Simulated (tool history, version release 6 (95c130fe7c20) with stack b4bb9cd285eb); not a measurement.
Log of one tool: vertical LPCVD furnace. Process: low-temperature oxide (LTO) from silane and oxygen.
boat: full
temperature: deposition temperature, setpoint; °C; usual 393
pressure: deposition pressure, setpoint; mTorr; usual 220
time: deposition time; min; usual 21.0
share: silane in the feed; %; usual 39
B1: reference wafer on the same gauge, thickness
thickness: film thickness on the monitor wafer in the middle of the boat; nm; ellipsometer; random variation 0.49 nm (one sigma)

Run 1, hour 0.0: usual settings but pressure 245 mTorr; B1 206.06. Result: thickness 191.67 nm.
Run 2, hour 37.2: usual settings but pressure 245 mTorr; B1 205.87. Result: thickness 191.41 nm.
Run 3, hour 91.8: usual settings but time 26.0 min; B1 206.06. Result: thickness 212.51 nm.
Run 4, hour 292.3: usual settings but time 26.0 min; B1 206.06. Result: thickness 211.56 nm.
Run 5, hour 346.8: usual settings but share 45 %; B1 206.02. Result: thickness 202.37 nm.
Run 6, hour 436.0: usual settings but share 45 %; B1 206.13. Result: thickness 201.30 nm.
At hour 463.2: gauge calibrated.
At hour 494.9: silane flow controller replaced.
Run 7, hour 537.1: usual settings but share 45 %; B1 205.93. Result: thickness 202.23 nm.
Run 8, hour 585.1: usual settings; B1 206.07. Result: thickness 170.22 nm.
At hour 651.8: thermocouples replaced and temperature profile calibrated.
Run 9, hour 686.6: usual settings; B1 205.86. Result: thickness 169.99 nm.
At hour 777.5: pressure gauge zeroed.
Run 10, hour 778.0: usual settings; B1 206.04. Result: thickness 166.08 nm.
Run 11, hour 822.9: usual settings but temperature 387 °C, pressure 255 mTorr, time 27.5 min, share 45 %; B1 206.03. Result: thickness 280.66 nm.
Run 12, hour 869.6: usual settings; B1 205.91. Result: thickness 165.57 nm.
Run 13, hour 913.1: usual settings but temperature 389 °C, pressure 260 mTorr, share 47 %; B1 205.88. Result: thickness 231.70 nm.
Run 14, hour 951.5: usual settings but temperature 400 °C, share 43 %; B1 205.98. Result: thickness 199.73 nm.
Run 15, hour 992.4: usual settings; B1 206.10. Result: thickness 165.47 nm.
Run 16, hour 1081.9: usual settings but share 43 %; B1 205.88. Result: thickness 183.77 nm.
At hour 1119.1: pressure gauge zeroed, repeated, since the last time left the tool worse.
Run 17, hour 1182.4: usual settings; B1 206.12. Result: thickness 175.03 nm.
Run 18, hour 1270.4: usual settings; B1 206.00. Result: thickness 175.65 nm.
Run 19, hour 1340.5: usual settings but time 16.0 min; B1 205.96. Result: thickness 133.30 nm.

Forecast run 20:
Run 20, hour 1397.2: usual settings but temperature 400 °C; B1 ?. Result: thickness ?.

B1: 206.01
thickness: 190.80 nm
Without the tool's hidden state the same run would have given thickness 192.05 nm.
